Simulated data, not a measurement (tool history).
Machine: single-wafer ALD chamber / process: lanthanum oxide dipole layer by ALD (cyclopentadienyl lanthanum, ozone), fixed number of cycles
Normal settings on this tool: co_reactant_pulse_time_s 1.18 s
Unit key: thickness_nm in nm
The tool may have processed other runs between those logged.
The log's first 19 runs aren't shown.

run   hour  co_reactant_pulse_time_s  read-back reference wafer on the same gauge, thickness_nm  thickness_nm
 20  471.6                      1.18                                                      0.551         0.486
 21  486.1                      1.18                                                      0.550         0.483
 22  510.6                      1.57                                                      0.550         0.524
     533.1  -- showerhead replaced
 23  533.6                      0.97                                                      0.550         0.421
     548.1  -- ozone generator serviced
 24  549.9                      0.91                                                      0.550         0.423
 25  570.3                      1.18                                                      0.550         0.502
 26  603.9                      1.59                                                      0.550         0.538
 27  628.7                      0.96                                                      0.550         0.439
 28  641.0                      0.79                                                      0.550         0.366
 29  664.7                      0.85                                                      0.550         0.397
 30  700.4                      0.79                                                      0.550         0.362
 31  732.9                      1.31                                                      0.550         0.514
 32  760.8                      1.60                                                      0.551         0.535
 33  790.5                      1.47                                                      0.550         0.533

Branching from run 33: 5 alternative next runs. What would each branch give?
  A  790.9                      0.71                                                          ?             ?
  B  790.9                      1.34                                                          ?             ?
  C  790.9                      0.76                                                          ?             ?
  D  790.9                      1.54                                                          ?             ?
  E  790.9                      1.63                                                          ?             ?

run  read-back reference wafer on the same gauge, thickness_nm  thickness_nm
  A                                                      0.550         0.308
  B                                                      0.550         0.519
  C                                                      0.550         0.344
  D                                                      0.550         0.534
  E                                                      0.550         0.539
With no hidden state in the tool, these same runs would have given:
run  thickness_nm
  A         0.312
  B         0.521
  C         0.348
  D         0.536
  E         0.540
